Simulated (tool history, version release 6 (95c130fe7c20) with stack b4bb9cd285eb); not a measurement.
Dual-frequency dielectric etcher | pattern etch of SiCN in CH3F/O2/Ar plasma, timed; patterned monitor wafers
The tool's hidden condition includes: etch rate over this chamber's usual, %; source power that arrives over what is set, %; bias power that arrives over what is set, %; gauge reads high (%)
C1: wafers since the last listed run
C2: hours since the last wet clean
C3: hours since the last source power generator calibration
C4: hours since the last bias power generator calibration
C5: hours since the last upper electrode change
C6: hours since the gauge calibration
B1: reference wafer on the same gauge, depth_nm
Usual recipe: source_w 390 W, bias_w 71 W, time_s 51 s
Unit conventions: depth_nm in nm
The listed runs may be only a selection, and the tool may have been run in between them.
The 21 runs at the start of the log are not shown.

{"run": 22, "hour": 507.2, "source_w": 360, "bias_w": 65, "time_s": 51, "C1": 104, "C2": 70.7, "C3": 440.5, "C4": 187.6, "C5": 347.9, "C6": 375.1, "B1": 14.97, "depth_nm": 17.43}
{"run": 23, "hour": 529.9, "source_w": 430, "bias_w": 66, "time_s": 36, "C1": 183, "C2": 93.4, "C3": 463.2, "C4": 210.3, "C5": 370.6, "C6": 397.8, "B1": 15.01, "depth_nm": 12.91}
{"run": 24, "hour": 543.2, "source_w": 470, "bias_w": 71, "time_s": 51, "C1": 107, "C2": 106.7, "C3": 476.5, "C4": 223.6, "C5": 383.9, "C6": 411.1, "B1": 15, "depth_nm": 19.32}
{"run": 25, "hour": 574.5, "source_w": 450, "bias_w": 71, "time_s": 61.5, "C1": 252, "C2": 138, "C3": 507.8, "C4": 254.9, "C5": 415.2, "C6": 442.4, "B1": 14.97, "depth_nm": 23.1}
{"run": 26, "hour": 588.7, "source_w": 350, "bias_w": 58, "time_s": 39.5, "C1": 114, "C2": 152.2, "C3": 522, "C4": 269.1, "C5": 429.4, "C6": 456.6, "B1": 14.97, "depth_nm": 12.71}
{"run": 27, "hour": 621.6, "source_w": 390, "bias_w": 71, "time_s": 51, "C1": 265, "C2": 185.1, "C3": 554.9, "C4": 302, "C5": 462.3, "C6": 489.5, "B1": 14.99, "depth_nm": 18.93}
{"run": 28, "hour": 640.3, "source_w": 430, "bias_w": 62, "time_s": 51, "C1": 150, "C2": 203.8, "C3": 573.6, "C4": 320.7, "C5": 481, "C6": 508.2, "B1": 14.98, "depth_nm": 18.15}
{"run": 29, "hour": 673.7, "source_w": 390, "bias_w": 71, "time_s": 51, "C1": 269, "C2": 237.2, "C3": 607, "C4": 354.1, "C5": 514.4, "C6": 541.6, "B1": 14.97, "depth_nm": 18.92}
{"run": 30, "hour": 706.3, "source_w": 300, "bias_w": 71, "time_s": 46.5, "C1": 263, "C2": 269.8, "C3": 639.6, "C4": 386.7, "C5": 547, "C6": 574.2, "B1": 15.05, "depth_nm": 16.67}

Alternative continuations, all from the tool just after run 30; predict every row:
{"run": "A", "hour": 706.7, "source_w": 390, "bias_w": 71, "time_s": 41.5, "C1": 3, "C2": 270.2, "C3": 640, "C4": 387.1, "C5": 547.4, "C6": 574.6, "B1": "?", "depth_nm": "?"}
{"run": "B", "hour": 706.7, "source_w": 470, "bias_w": 56, "time_s": 44, "C1": 3, "C2": 270.2, "C3": 640, "C4": 387.1, "C5": 547.4, "C6": 574.6, "B1": "?", "depth_nm": "?"}
{"run": "C", "hour": 706.7, "source_w": 330, "bias_w": 55, "time_s": 40.5, "C1": 3, "C2": 270.2, "C3": 640, "C4": 387.1, "C5": 547.4, "C6": 574.6, "B1": "?", "depth_nm": "?"}
{"run": "D", "hour": 706.7, "source_w": 320, "bias_w": 60, "time_s": 59.5, "C1": 3, "C2": 270.2, "C3": 640, "C4": 387.1, "C5": 547.4, "C6": 574.6, "B1": "?", "depth_nm": "?"}

run=A B1=14.99 depth_nm=15.58
run=B B1=14.99 depth_nm=14.94
run=C B1=14.99 depth_nm=12.87
run=D B1=14.99 depth_nm=19.78
Without the tool's hidden state the same runs would have given:
run=A depth_nm=14.99
run=B depth_nm=14.38
run=C depth_nm=12.38
run=D depth_nm=19.03
